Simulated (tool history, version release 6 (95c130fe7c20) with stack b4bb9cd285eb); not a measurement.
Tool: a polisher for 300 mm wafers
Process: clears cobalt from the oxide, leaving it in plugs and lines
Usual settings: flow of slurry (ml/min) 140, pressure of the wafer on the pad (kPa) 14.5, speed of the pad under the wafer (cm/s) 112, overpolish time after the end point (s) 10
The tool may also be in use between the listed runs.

run	hour	flow of slurry (ml/min)	pressure of the wafer on the pad (kPa)	speed of the pad under the wafer (cm/s)	overpolish time after the end point (s)	wafers since the last listed run	wafers polished on this pad	hours since the slurry nozzle was cleaned	hours since the head pressure was calibrated	incoming thickness of the incoming film, nm	time until the end point was called (s)	dishing of a wide line in a test structure (Å)
1	0	140	14.5	112	10	0	392	375.6	843.9	203.1	36.3	397
2	35	140	14.5	112	10	305	697	410.6	878.9	200.5	35.8	400
# hour 54.2: slurry nozzle cleaned
3	86	140	14.5	112	10	436	1133	31.8	929.9	200.3	35.6	393
4	131	140	14.5	112	10	392	1526	76.8	974.9	199.3	36	399
# hour 144.8: head pressure recalibrated
5	198.4	140	14.5	112	10	570	2096	144.2	53.6	198.9	36	400
6	268.9	140	14.5	112	10	615	2711	214.7	124.1	202.1	36.6	399
7	318.8	165	14.5	144	10	435	3147	264.6	174	200.7	29.4	462
# hour 350.7: worn pad replaced by a new one
8	355.3	165	14.5	144	10	283	40	301.1	210.5	202.3	29.1	473
9	419	165	14.5	144	10	555	595	364.8	274.2	201.1	28.6	463
# hour 458.7: slurry nozzle cleaned
10	468.2	140	14.5	112	10	420	1016	9.5	323.4	197.6	35.3	398
11	517.8	140	14.5	112	10	432	1448	59.1	373	198.2	35.9	412
12	561.3	140	14.5	112	10	379	1828	102.6	416.5	197.3	35	397
13	626.8	140	14.5	112	10	571	2399	168.1	482	202.6	37.2	399
14	678.5	140	14.5	132	12	451	2850	219.8	533.7	202.9	33.3	481
# hour 706.5: worn pad replaced by a new one
15	724.4	140	14.5	132	12	365	156	265.7	579.6	200	30.9	485
16	788.9	140	14.5	132	12	562	718	330.2	644.1	201.2	31.3	486
# hour 835.7: slurry nozzle cleaned
17	836.1	140	14.5	112	10	403	1121	0.4	691.3	202.4	36.5	406
18	892.9	190	14.5	136	8	495	1617	57.2	748.1	197.3	28.5	399
19	943.1	140	15.9	84	10	437	2055	107.4	798.3	197.5	41.3	361
20	1002.7	165	14.5	144	10	519	2575	167	857.9	197.3	27.9	464
21	1061.4	175	14.5	140	6	512	3087	225.7	916.6	196.8	28.5	331
# hour 1091.1: worn pad replaced by a new one
22	1116.7	140	13.1	130	10	447	223	281	971.9	199.4	33.9	422
23	1177.5	90	11.7	124	15	530	753	341.8	1032.7	200.9	43.4	458
# hour 1287.8: slurry nozzle cleaned
24	1327.6	140	14.5	112	10	1300	2054	39.8	1182.8	199.6	35.8	411
25	1367.1	140	12.4	84	6	344	2399	79.3	1222.3	202.3	48.8	222
26	1392.7	140	9.7	112	10	223	2622	104.9	1247.9	201.2	46.5	336
# hour 1437.2: worn pad replaced by a new one
# hour 1453.8: head pressure recalibrated
27	1459	140	14.5	112	10	526	172	171.2	5.2	198.6	35.6	396
28	1504.8	140	14.5	112	10	399	571	217	51	200.9	37.6	412
29	1538	140	14.5	134	10	289	861	250.2	84.2	199.7	31.6	431
30	1602.2	170	14.5	78	10	560	1421	314.4	148.4	201.2	46.5	349
# hour 1645.5: slurry nozzle cleaned
31	1665.5	140	14.5	112	10	543	1965	20	211.7	199.8	35.3	411
32	1732	140	14.5	112	10	580	2545	86.5	278.2	195.4	35.9	404
# hour 1780.6: worn pad replaced by a new one
33	1798.2	175	14.5	112	5	542	153	152.7	344.4	201.5	34	255
34	1855.9	140	10.3	80	8	503	656	210.4	402.1	200.6	58	243
35	1897.9	165	14.5	144	10	366	1023	252.4	444.1	197.1	28.3	459

Forecast each of these 3 alternatives for the next run:
A	1898.3	140	14.5	140	10	3	1026	252.8	444.5	203.7	?	?
B	1898.3	155	14.5	112	13	3	1026	252.8	444.5	203.7	?	?
C	1898.3	190	17.2	112	13	3	1026	252.8	444.5	203.7	?	?

run	time until the end point was called (s)	dishing of a wide line in a test structure (Å)
A	31.3	455
B	36.5	485
C	31.1	527
Without the tool's hidden state the same runs would have given:
run	time until the end point was called (s)	dishing of a wide line in a test structure (Å)
A	31.3	455
B	36.5	485
C	31.1	527
